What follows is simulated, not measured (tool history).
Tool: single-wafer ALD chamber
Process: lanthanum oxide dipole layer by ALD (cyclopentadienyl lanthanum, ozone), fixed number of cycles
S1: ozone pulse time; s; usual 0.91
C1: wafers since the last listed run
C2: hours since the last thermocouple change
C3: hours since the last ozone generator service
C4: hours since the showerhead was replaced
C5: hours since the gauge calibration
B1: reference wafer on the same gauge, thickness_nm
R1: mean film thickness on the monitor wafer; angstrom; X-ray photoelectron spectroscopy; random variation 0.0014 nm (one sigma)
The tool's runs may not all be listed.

| run | hour | S1 | C1 | C2 | C3 | C4 | C5 | B1 | R1 |
|---|---|---|---|---|---|---|---|---|---|
| 1 | 0 | 1 | 0 | 722.4 | 253.4 | 1417.9 | 284.3 | 0.488 | 5.49 |
| 2 | 57.5 | 1 | 791 | 779.9 | 310.9 | 1475.4 | 341.8 | 0.488 | 5.49 |
| 3 | 157.7 | 0.91 | 1378 | 880.1 | 411.1 | 1575.6 | 442 | 0.488 | 5.26 |
| 4 | 227.7 | 0.74 | 963 | 950.1 | 481.1 | 1645.6 | 512 | 0.488 | 4.63 |
| 5 | 280.8 | 0.71 | 730 | 1003.2 | 534.2 | 1698.7 | 565.1 | 0.488 | 4.5 |
| 6 | 355.6 | 0.71 | 1029 | 1078 | 609 | 1773.5 | 639.9 | 0.488 | 4.48 |
| 7 | 441.2 | 0.71 | 1178 | 1163.6 | 694.6 | 1859.1 | 725.5 | 0.488 | 4.48 |
| 8 | 523.1 | 0.91 | 1127 | 1245.5 | 776.5 | 1941 | 807.4 | 0.488 | 5.22 |
| 9 | 574.3 | 0.91 | 704 | 1296.7 | 827.7 | 1992.2 | 858.6 | 0.488 | 5.21 |
|  | 626.6 | thermocouple changed; heater temperature recalibrated |
| 10 | 633.5 | 0.91 | 704 | 6.9 | 886.9 | 2051.4 | 917.8 | 0.488 | 5.19 |
| 11 | 738.4 | 0.91 | 1443 | 111.8 | 991.8 | 2156.3 | 1022.7 | 0.488 | 5.2 |
|  | 745.8 | gauge calibrated |
| 12 | 832.5 | 0.61 | 1294 | 205.9 | 1085.9 | 2250.4 | 86.7 | 0.488 | 3.93 |
| 13 | 872 | 0.61 | 543 | 245.4 | 1125.4 | 2289.9 | 126.2 | 0.488 | 3.91 |
|  | 931.6 | showerhead replaced, of another model than before |
|  | 1084.4 | ozone generator serviced |
| 14 | 1086.1 | 0.8 | 2726 | 459.5 | 1.7 | 154.5 | 340.3 | 0.488 | 5.13 |
| 15 | 1189.9 | 0.91 | 1428 | 563.3 | 105.5 | 258.3 | 444.1 | 0.488 | 5.3 |
| 16 | 1261 | 0.75 | 978 | 634.4 | 176.6 | 329.4 | 515.2 | 0.488 | 5.02 |
| 17 | 1309.2 | 0.69 | 663 | 682.6 | 224.8 | 377.6 | 563.4 | 0.488 | 4.86 |
| 18 | 1412.6 | 1.1 | 1422 | 786 | 328.2 | 481 | 666.8 | 0.488 | 5.58 |
| 19 | 1512.9 | 0.91 | 1380 | 886.3 | 428.5 | 581.3 | 767.1 | 0.488 | 5.29 |
| 20 | 1620.3 | 1.18 | 1478 | 993.7 | 535.9 | 688.7 | 874.5 | 0.488 | 5.66 |
| 21 | 1714.7 | 0.62 | 1299 | 1088.1 | 630.3 | 783.1 | 968.9 | 0.488 | 4.65 |
| 22 | 1769.6 | 0.76 | 755 | 1143 | 685.2 | 838 | 1023.8 | 0.488 | 4.97 |
| 23 | 1863.5 | 1.13 | 1292 | 1236.9 | 779.1 | 931.9 | 1117.7 | 0.488 | 5.58 |

5 ways to go on from here, each from the tool as it stands after run 23. What would each give?
| A | 1863.9 | 0.91 | 5 | 1237.3 | 779.5 | 932.3 | 1118.1 | ? | ? |
| B | 1863.9 | 0.6 | 5 | 1237.3 | 779.5 | 932.3 | 1118.1 | ? | ? |
| C | 1863.9 | 0.7 | 5 | 1237.3 | 779.5 | 932.3 | 1118.1 | ? | ? |
| D | 1863.9 | 1.26 | 5 | 1237.3 | 779.5 | 932.3 | 1118.1 | ? | ? |
| E | 1863.9 | 1.15 | 5 | 1237.3 | 779.5 | 932.3 | 1118.1 | ? | ? |

| run | B1 | R1 |
|---|---|---|
| A | 0.488 | 5.27 |
| B | 0.488 | 4.57 |
| C | 0.488 | 4.83 |
| D | 0.488 | 5.74 |
| E | 0.488 | 5.62 |
Without the tool's hidden state the same runs would have given:
| run | R1 |
|---|---|
| A | 5.34 |
| B | 4.66 |
| C | 4.92 |
| D | 5.79 |
| E | 5.68 |
